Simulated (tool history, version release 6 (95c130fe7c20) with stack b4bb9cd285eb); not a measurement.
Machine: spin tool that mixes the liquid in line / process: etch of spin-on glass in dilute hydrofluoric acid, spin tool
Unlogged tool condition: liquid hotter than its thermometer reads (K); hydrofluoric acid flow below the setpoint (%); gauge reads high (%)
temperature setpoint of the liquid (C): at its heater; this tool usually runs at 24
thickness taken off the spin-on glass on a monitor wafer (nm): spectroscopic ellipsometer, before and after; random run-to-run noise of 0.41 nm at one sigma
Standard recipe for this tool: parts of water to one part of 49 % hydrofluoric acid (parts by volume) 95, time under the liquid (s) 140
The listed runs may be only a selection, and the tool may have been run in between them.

run,hour,temperature setpoint of the liquid (C),parts of water to one part of 49 % hydrofluoric acid (parts by volume),time under the liquid (s),wafers since the last listed run,hours since the thermometer was replaced,hours since the hydrofluoric acid flow meter was replaced,hours since the gauge calibration,"read-back film thickness of the spin-on glass reference wafer, read on the same gauge (nm)",thickness taken off the spin-on glass on a monitor wafer (nm)
1,0,24,95,140,0,300.4,1339.3,270.1,99.99,55.5
2,54.3,24,95,140,540,354.7,1393.6,324.4,99.99,55.41
3,95.5,24,95,140,409,395.9,1434.8,365.6,99.99,55.71
4,125.2,24,95,140,295,425.6,1464.5,395.3,99.99,55.47
5,256,28,75,140,1300,556.4,1595.3,526.1,100.01,84.91
6,322.9,24,95,140,665,623.3,1662.2,593,99.98,55.65
7,352.1,24,95,140,290,652.5,1691.4,622.2,99.99,56.93
# hour 499.3: thermometer replaced
8,529.2,24,75,140,1751,29.9,1868.5,799.3,100,69.02
# hour 571.1: gauge calibrated
9,578.1,24,75,140,486,78.8,1917.4,7,100.01,69.08
10,624.2,24,75,140,458,124.9,1963.5,53.1,100,68.69
11,695.3,24,95,175,707,196,2034.6,124.2,100.01,67.46
12,752.7,24,115,140,570,253.4,2092,181.6,100,43.84
13,782.6,19,65,140,297,283.3,2121.9,211.5,100.01,66.89
# hour 834.2: hydrofluoric acid flow meter replaced
14,871.4,27.5,95,140,873,372.1,37.2,300.3,99.99,67.67
15,902,22.5,110,85,304,402.7,67.8,330.9,100.03,28.64
16,967,24,140,65,646,467.7,132.8,395.9,99.99,17.68
17,1034.3,24,95,140,669,535,200.1,463.2,99.97,59.56
18,1082.4,24,95,140,478,583.1,248.2,511.3,100,59.24
19,1113.9,22.5,125,140,313,614.6,279.7,542.8,100.02,41.06
20,1171,21.5,60,140,567,671.7,336.8,599.9,100,90.28
21,1197,24,50,140,258,697.7,362.8,625.9,100.02,121.36

Hidden state, per run?
gauge reads high (%): 0, the same for each run
H1: liquid hotter than its thermometer reads (K)
H2: hydrofluoric acid flow below the setpoint (%)
run,H1,H2
1,0.982,5.17
2,1.13,5.35
3,1.24,5.48
4,1.32,5.58
5,1.67,6.01
6,1.85,6.23
7,1.93,6.33
8,0.464,6.91
9,0.595,7.07
10,0.719,7.22
11,0.909,7.45
12,1.06,7.64
13,1.14,7.74
14,1.38,0.967
15,1.46,1.07
16,1.64,1.28
17,1.82,1.5
18,1.95,1.66
19,2.03,1.76
20,2.19,1.95
21,2.26,2.04

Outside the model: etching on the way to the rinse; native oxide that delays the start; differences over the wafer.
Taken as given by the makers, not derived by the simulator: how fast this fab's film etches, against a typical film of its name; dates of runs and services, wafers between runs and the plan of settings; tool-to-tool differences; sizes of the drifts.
